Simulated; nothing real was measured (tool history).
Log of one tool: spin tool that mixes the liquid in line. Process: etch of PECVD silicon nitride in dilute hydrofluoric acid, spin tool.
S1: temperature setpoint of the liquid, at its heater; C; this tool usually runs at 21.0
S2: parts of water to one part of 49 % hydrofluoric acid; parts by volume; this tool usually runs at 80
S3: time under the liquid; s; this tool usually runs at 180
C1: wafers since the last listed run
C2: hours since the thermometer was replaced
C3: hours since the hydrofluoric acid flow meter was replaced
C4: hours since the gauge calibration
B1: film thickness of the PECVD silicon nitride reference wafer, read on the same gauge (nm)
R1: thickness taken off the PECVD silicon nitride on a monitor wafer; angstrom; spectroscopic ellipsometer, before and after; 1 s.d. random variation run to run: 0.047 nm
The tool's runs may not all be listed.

run	day	S1	S2	S3	C1	C2	C3	C4	B1	R1
1	0.000	21.0	80	180	0	1086.8	1299.1	380.7	149.994	56.39
# day 0.738: gauge calibrated
2	0.867	21.0	80	115	102	1107.6	1319.9	3.1	150.010	35.85
3	1.879	21.0	100	180	119	1131.9	1344.2	27.4	150.015	44.61
4	3.117	21.0	100	180	146	1161.6	1373.9	57.1	150.022	45.08
5	4.538	21.0	80	180	168	1195.7	1408.0	91.2	149.981	56.61
6	5.154	21.0	80	180	72	1210.5	1422.8	106.0	149.984	56.17
7	5.662	21.0	80	245	60	1222.7	1435.0	118.2	149.966	77.63
8	6.988	21.0	80	245	156	1254.5	1466.8	150.0	150.007	78.69
9	7.721	21.0	80	180	86	1272.1	1484.4	167.6	150.006	56.36
10	8.329	21.0	80	260	72	1286.7	1499.0	182.2	149.998	81.97
11	9.308	21.0	80	260	115	1310.2	1522.5	205.7	150.023	81.09
# day 9.621: thermometer replaced
12	10.408	17.5	100	230	125	18.9	1548.9	232.1	150.035	50.34
13	11.079	19.5	90	210	79	35.0	1565.0	248.2	150.001	58.33
14	11.579	21.0	80	260	59	47.0	1577.0	260.2	149.999	89.89
# day 12.508: thermometer replaced, repeated, since the last time left the tool worse
15	12.754	24.5	80	180	134	5.9	1605.2	288.4	149.998	64.07
16	13.371	21.0	55	180	72	20.7	1620.0	303.2	150.012	73.82
# day 14.312: hydrofluoric acid flow meter replaced
17	14.333	21.0	80	245	108	43.8	0.5	326.3	150.028	69.22
18	15.342	21.0	80	180	119	68.0	24.7	350.5	150.022	51.03
# day 15.592: gauge calibrated
19	16.704	21.0	100	180	161	100.7	57.4	26.7	149.995	41.75
20	17.812	23.5	55	180	131	127.3	84.0	53.3	149.985	87.16
21	21.462	22.5	110	265	432	214.9	171.6	140.9	150.012	61.07
22	22.133	21.0	80	270	79	231.0	187.7	157.0	150.005	77.58
23	23.600	21.0	80	180	173	266.2	222.9	192.2	149.995	52.62

Each row is a separate what-if for the run after 23, all from the same tool condition, not one after another. Results?
A	23.621	21.0	80	215	2	266.7	223.4	192.7	?	?
B	23.621	24.0	40	225	2	266.7	223.4	192.7	?	?
C	23.621	21.0	115	80	2	266.7	223.4	192.7	?	?
D	23.621	18.5	80	180	2	266.7	223.4	192.7	?	?

run	B1	R1
A	150.020	61.97
B	150.020	156.54
C	150.020	16.16
D	150.020	43.72
The same runs, with their run-to-run variation unchanged, on a tool lacking any hidden condition would have given:
run	R1
A	59.73
B	150.93
C	15.58
D	42.11
